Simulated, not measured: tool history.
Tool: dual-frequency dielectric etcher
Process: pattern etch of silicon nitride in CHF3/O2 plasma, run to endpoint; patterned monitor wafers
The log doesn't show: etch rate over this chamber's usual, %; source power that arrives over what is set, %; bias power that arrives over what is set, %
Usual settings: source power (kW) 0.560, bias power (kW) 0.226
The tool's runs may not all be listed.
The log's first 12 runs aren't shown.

| run | day | source power (kW) | bias power (kW) | wafers since the last listed run | hours since the last wet clean | hours since the last source power generator calibration | hours since the last bias power generator calibration | hours since the last upper electrode change | incoming incoming film thickness, nm | endpoint time (s) |
|---|---|---|---|---|---|---|---|---|---|---|
| 13 | 5.950 | 0.560 | 0.226 | 146 | 323.9 | 4285.8 | 1807.4 | 5600.0 | 60.3 | 36.9 |
| 14 | 6.471 | 0.560 | 0.226 | 121 | 336.4 | 4298.3 | 1819.9 | 5612.5 | 59.9 | 36.4 |
| 15 | 6.962 | 0.560 | 0.226 | 114 | 348.2 | 4310.1 | 1831.7 | 5624.3 | 59.6 | 36.4 |
| 16 | 7.433 | 0.560 | 0.226 | 109 | 359.5 | 4321.4 | 1843.0 | 5635.6 | 60.5 | 36.8 |
| 17 | 8.104 | 0.560 | 0.244 | 156 | 375.6 | 4337.5 | 1859.1 | 5651.7 | 59.7 | 35.6 |
| 18 | 8.504 | 0.610 | 0.206 | 93 | 385.2 | 4347.1 | 1868.7 | 5661.3 | 59.3 | 35.0 |
| 19 | 9.046 | 0.560 | 0.189 | 125 | 398.2 | 4360.1 | 1881.7 | 5674.3 | 60.8 | 38.7 |
|  | 9.912 | bias power generator calibrated |
|  | 10.738 | upper electrode replaced |
|  | 10.904 | wet clean of the chamber |
| 20 | 11.271 | 0.690 | 0.201 | 248 | 8.8 | 4413.5 | 32.6 | 12.8 | 60.4 | 34.1 |
| 21 | 12.312 | 0.560 | 0.226 | 242 | 33.8 | 4438.5 | 57.6 | 37.8 | 59.8 | 37.0 |
| 22 | 12.575 | 0.560 | 0.226 | 61 | 40.1 | 4444.8 | 63.9 | 44.1 | 60.5 | 37.2 |
| 23 | 12.938 | 0.650 | 0.265 | 84 | 48.8 | 4453.5 | 72.6 | 52.8 | 60.2 | 32.7 |
|  | 13.417 | source power generator calibrated |
| 24 | 13.529 | 0.620 | 0.171 | 98 | 63.0 | 2.7 | 86.8 | 67.0 | 60.2 | 37.5 |
| 25 | 14.208 | 0.560 | 0.226 | 157 | 79.3 | 19.0 | 103.1 | 83.3 | 60.2 | 36.9 |
| 26 | 14.471 | 0.430 | 0.279 | 61 | 85.6 | 25.3 | 109.4 | 89.6 | 59.9 | 41.4 |
| 27 | 15.121 | 0.420 | 0.195 | 151 | 101.2 | 40.9 | 125.0 | 105.2 | 59.8 | 46.2 |
| 28 | 15.479 | 0.430 | 0.245 | 83 | 109.8 | 49.5 | 133.6 | 113.8 | 60.0 | 43.1 |
| 29 | 15.796 | 0.440 | 0.172 | 73 | 117.4 | 57.1 | 141.2 | 121.4 | 60.3 | 46.5 |
| 30 | 16.200 | 0.560 | 0.226 | 93 | 127.1 | 66.8 | 150.9 | 131.1 | 59.8 | 36.7 |
| 31 | 16.492 | 0.440 | 0.176 | 67 | 134.1 | 73.8 | 157.9 | 138.1 | 59.9 | 45.8 |
| 32 | 16.867 | 0.430 | 0.173 | 87 | 143.1 | 82.8 | 166.9 | 147.1 | 60.5 | 47.6 |
| 33 | 17.308 | 0.660 | 0.226 | 102 | 153.7 | 93.4 | 177.5 | 157.7 | 60.2 | 33.5 |
| 34 | 17.612 | 0.600 | 0.181 | 70 | 161.0 | 100.7 | 184.8 | 165.0 | 60.7 | 37.7 |
| 35 | 18.029 | 0.450 | 0.244 | 96 | 171.0 | 110.7 | 194.8 | 175.0 | 59.7 | 41.2 |

4 ways to go on from here, each from the tool as it stands after run 35. What would each give?
| A | 18.046 | 0.500 | 0.226 | 3 | 171.4 | 111.1 | 195.2 | 175.4 | 60.3 | ? |
| B | 18.046 | 0.480 | 0.273 | 3 | 171.4 | 111.1 | 195.2 | 175.4 | 60.3 | ? |
| C | 18.046 | 0.650 | 0.175 | 3 | 171.4 | 111.1 | 195.2 | 175.4 | 60.3 | ? |
| D | 18.046 | 0.520 | 0.265 | 3 | 171.4 | 111.1 | 195.2 | 175.4 | 60.3 | ? |

| run | endpoint time (s) |
|---|---|
| A | 39.6 |
| B | 38.7 |
| C | 36.0 |
| D | 37.0 |
Without the tool's hidden state the same runs would have given:
| run | endpoint time (s) |
|---|---|
| A | 40.2 |
| B | 39.2 |
| C | 36.5 |
| D | 37.5 |

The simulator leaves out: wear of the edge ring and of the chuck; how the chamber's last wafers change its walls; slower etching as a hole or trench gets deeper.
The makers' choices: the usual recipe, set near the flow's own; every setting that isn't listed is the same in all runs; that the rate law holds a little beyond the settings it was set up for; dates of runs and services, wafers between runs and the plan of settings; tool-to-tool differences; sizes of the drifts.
